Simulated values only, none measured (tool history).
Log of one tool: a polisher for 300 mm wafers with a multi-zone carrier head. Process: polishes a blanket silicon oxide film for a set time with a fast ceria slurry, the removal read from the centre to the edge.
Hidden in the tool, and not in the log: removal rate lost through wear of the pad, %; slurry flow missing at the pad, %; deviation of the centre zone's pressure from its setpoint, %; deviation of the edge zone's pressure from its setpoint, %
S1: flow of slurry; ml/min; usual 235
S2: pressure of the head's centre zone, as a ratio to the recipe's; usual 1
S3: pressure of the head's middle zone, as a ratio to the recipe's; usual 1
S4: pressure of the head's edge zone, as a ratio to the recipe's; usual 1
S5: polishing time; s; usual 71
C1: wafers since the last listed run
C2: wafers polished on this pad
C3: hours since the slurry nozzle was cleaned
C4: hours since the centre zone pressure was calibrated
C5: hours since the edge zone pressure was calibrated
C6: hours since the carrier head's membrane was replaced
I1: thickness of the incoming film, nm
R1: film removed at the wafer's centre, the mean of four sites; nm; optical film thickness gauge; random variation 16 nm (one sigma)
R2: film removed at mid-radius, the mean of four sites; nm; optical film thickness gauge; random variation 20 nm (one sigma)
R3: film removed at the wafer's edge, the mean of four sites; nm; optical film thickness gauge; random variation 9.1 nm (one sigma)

run,hour,S1,S2,S3,S4,S5,C1,C2,C3,C4,C5,C6,I1,R1,R2,R3
1,0,235,1,1,1,71,0,73,32.2,479.5,366.3,79.3,3383.3,1343.6,1348.5,1376.8
2,57,235,1,1,1,71,550,624,89.2,536.5,423.3,136.3,3383.3,1363.1,1396.8,1377
3,161.9,235,1,1,1,71,1013,1638,194.1,641.4,528.2,241.2,3406.2,1345.4,1366.4,1340.2
4,233.5,235,1,1,1,71,691,2329,265.7,713,599.8,312.8,3432.6,1289.1,1314.8,1322.3
5,275.1,255,1,1,1,71,401,2731,307.3,754.6,641.4,354.4,3418.7,1293.6,1351.9,1307.3
# hour 348.3: worn pad replaced by a new one
# hour 366.4: carrier head's membrane replaced by a new one
6,366.9,255,1,1,1,71,800,130,399.1,846.4,733.2,0.5,3345.6,1414.5,1398.8,1412.3
7,427.8,255,1,1,1,71,588,719,460,907.3,794.1,61.4,3387.7,1350,1423.4,1400.7
8,522.7,260,1,1,1,71,916,1636,554.9,1002.2,889,156.3,3367.9,1372.9,1360.2,1360.9
9,577,260,1,1,1,71,524,2160,609.2,1056.5,943.3,210.6,3444.4,1322.7,1354,1345.6
10,653.4,235,1,1,1.09,71,738,2899,685.6,1132.9,1019.7,287,3430.5,1269.9,1277.8,1355
# hour 717.4: worn pad replaced by a new one
# hour 724.3: centre zone pressure recalibrated
# hour 739.9: edge zone pressure recalibrated
11,746.7,235,1.11,1,1,60,824,244,778.9,22.4,6.8,380.3,3423.5,1262.8,1185.6,1186.1
# hour 761: slurry nozzle cleaned
12,836.7,235,1,1,1,71,859,1104,75.7,112.4,96.8,470.3,3357.4,1346.2,1385.3,1370.6
# hour 841.7: carrier head's membrane replaced by a new one
13,910.7,235,1,1,1,71,666,1771,149.7,186.4,170.8,69,3401.3,1344.6,1378.2,1358.9
14,967.2,205,1,1.12,1,71,545,2317,206.2,242.9,227.3,125.5,3408.3,1268.8,1448.2,1310.5
15,1062.2,300,1,1.06,1,71,917,3235,301.2,337.9,322.3,220.5,3373.1,1283.9,1366.4,1303.2
# hour 1098.7: worn pad replaced by a new one
16,1330.4,235,1,1,0.89,71,2552,2238,569.4,606.1,590.5,488.7,3449.4,1281.3,1281.4,1248.5
# hour 1402.8: slurry nozzle cleaned
17,1405.7,310,1.12,1,1.04,49,717,2956,2.9,681.4,665.8,564,3412.3,978.1,924.7,917.8
# hour 1412: carrier head's membrane replaced by a new one
# hour 1482.5: worn pad replaced by a new one
18,1497,235,1,1,1,81,795,139,94.2,772.7,757.1,85,3353.3,1529.6,1561.2,1572.8
19,1586.1,235,1,0.94,1,71,860,1000,183.3,861.8,846.2,174.1,3337.7,1348.6,1323,1383.4
# hour 1744.6: centre zone pressure recalibrated
20,1772.1,170,1,1.12,1,71,1777,2778,369.3,27.5,1032.2,360.1,3446,1237.1,1368.9,1263
21,1812.9,235,1.06,1,0.92,71,394,3172,410.1,68.3,1073,400.9,3394,1321,1282.5,1222.8
# hour 1858.2: worn pad replaced by a new one
22,1861.2,235,1,1,1,71,428,29,458.4,116.6,1121.3,449.2,3437.3,1361.6,1414.9,1374.1
23,1930.2,160,1,1,1,71,666,695,527.4,185.6,1190.3,518.2,3385.8,1227.4,1306.4,1316.1

3 ways to go on from here, each from the tool as it stands after run 23. What would each give?
A,1930.6,235,1,1,1,71,3,699,527.8,186,1190.7,518.6,3432.1,?,?,?
B,1930.6,235,0.89,1,0.92,71,3,699,527.8,186,1190.7,518.6,3432.1,?,?,?
C,1930.6,265,1,1,1,71,3,699,527.8,186,1190.7,518.6,3432.1,?,?,?

run,R1,R2,R3
A,1346.3,1379.1,1358.5
B,1249.9,1379.8,1305.9
C,1369.3,1400.4,1374.3
Without the tool's hidden state the same runs would have given:
run,R1,R2,R3
A,1372.9,1406.3,1385.3
B,1274.6,1407,1331.7
C,1396.3,1428,1401.4
